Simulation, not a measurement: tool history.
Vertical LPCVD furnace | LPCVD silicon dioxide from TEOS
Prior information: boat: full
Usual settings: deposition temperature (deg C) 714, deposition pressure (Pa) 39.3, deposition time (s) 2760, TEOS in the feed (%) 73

run,hour,deposition temperature (deg C),deposition pressure (Pa),deposition time (s),TEOS in the feed (%),wafers since the last listed run,hours since the last temperature calibration,hours since the pressure gauge was zeroed,hours since the TEOS flow controller was replaced,hours since the gauge calibration,"read-back reference wafer on the same gauge, thickness",film thickness on the monitor wafer in the middle of the boat (angstrom)
1,0.0,714,39.3,2760,73,0,4577.4,3391.8,5320.9,49.6,555.50,5576.3
2,11.6,722,39.3,2760,73,206,4589.0,3403.4,5332.5,61.2,555.18,6672.7
3,20.7,722,39.3,2760,73,161,4598.1,3412.5,5341.6,70.3,554.82,6661.3
4,36.7,722,39.3,2760,73,284,4614.1,3428.5,5357.6,86.3,555.48,6668.2
5,53.9,714,46.0,2760,73,305,4631.3,3445.7,5374.8,103.5,555.09,6037.2
6,65.2,714,46.0,2760,73,200,4642.6,3457.0,5386.1,114.8,555.12,6041.5
7,78.7,714,46.0,2760,73,239,4656.1,3470.5,5399.6,128.3,554.53,6036.9
8,85.8,714,39.3,2760,73,126,4663.2,3477.6,5406.7,135.4,554.72,5583.4
9,99.2,714,39.3,2760,64,238,4676.6,3491.0,5420.1,148.8,554.64,5232.4
# hour 147.1: pressure gauge zeroed
10,147.6,714,39.3,2760,64,433,4725.0,0.5,5468.5,197.2,555.14,5230.8
11,152.3,714,39.3,2760,64,83,4729.7,5.2,5473.2,201.9,554.76,5228.5
12,157.0,714,39.3,2760,73,83,4734.4,9.9,5477.9,206.6,554.89,5601.7
# hour 161.8: gauge calibrated
13,172.7,714,39.3,2760,73,279,4750.1,25.6,5493.6,10.9,554.95,5584.2
# hour 210.4: TEOS flow controller replaced
# hour 215.3: thermocouples replaced and temperature profile calibrated
14,215.8,714,39.3,2760,64,252,0.5,68.7,5.4,54.0,555.10,4779.3
15,220.6,714,46.0,2760,73,85,5.3,73.5,10.2,58.8,554.93,5527.8
16,225.3,714,39.3,2760,78,83,10.0,78.2,14.9,63.5,554.86,5283.6
17,230.0,714,39.3,2760,73,83,14.7,82.9,19.6,68.2,555.17,5099.5
18,243.0,717,31.3,3600,73,231,27.7,95.9,32.6,81.2,555.22,6358.0
19,261.2,718,39.3,1740,73,323,45.9,114.1,50.8,99.4,555.04,3536.7
20,271.5,714,39.3,3660,73,183,56.2,124.4,61.1,109.7,554.86,6793.0
21,281.5,714,39.3,2760,73,177,66.2,134.4,71.1,119.7,554.84,5116.9
22,298.2,704,35.3,2760,67,296,82.9,151.1,87.8,136.4,555.13,3711.0
23,312.1,714,39.3,2160,73,247,96.8,165.0,101.7,150.3,554.96,4006.7
24,320.8,722,39.3,2760,73,154,105.5,173.7,110.4,159.0,555.18,6145.0
25,341.8,714,39.3,3390,73,373,126.5,194.7,131.4,180.0,554.95,6311.7
26,357.4,706,39.3,3480,77,277,142.1,210.3,147.0,195.6,554.85,5551.5

Measured result minus the same run's result without the hidden state. Both carry the same run-to-run variation, though not necessarily the same gauge scatter:
The tool's hidden condition here consists of: true tube temperature minus thermocouple reading, K; true pressure minus gauge reading, mTorr; deviation of the TEOS flow from its setpoint, %; gauge reads high (%).
run,film thickness on the monitor wafer in the middle of the boat (angstrom)
1,+521.2
2,+614.2
3,+613.4
4,+614.3
5,+565.1
6,+565.7
7,+565.5
8,+523.0
9,+490.3
10,+490.8
11,+490.6
12,+525.7
13,+524.3
14,+35.8
15,+43.1
16,+42.8
17,+42.8
18,+58.3
19,+36.3
20,+74.7
21,+59.4
22,+47.9
23,+54.0
24,+84.6
25,+96.1
26,+91.1
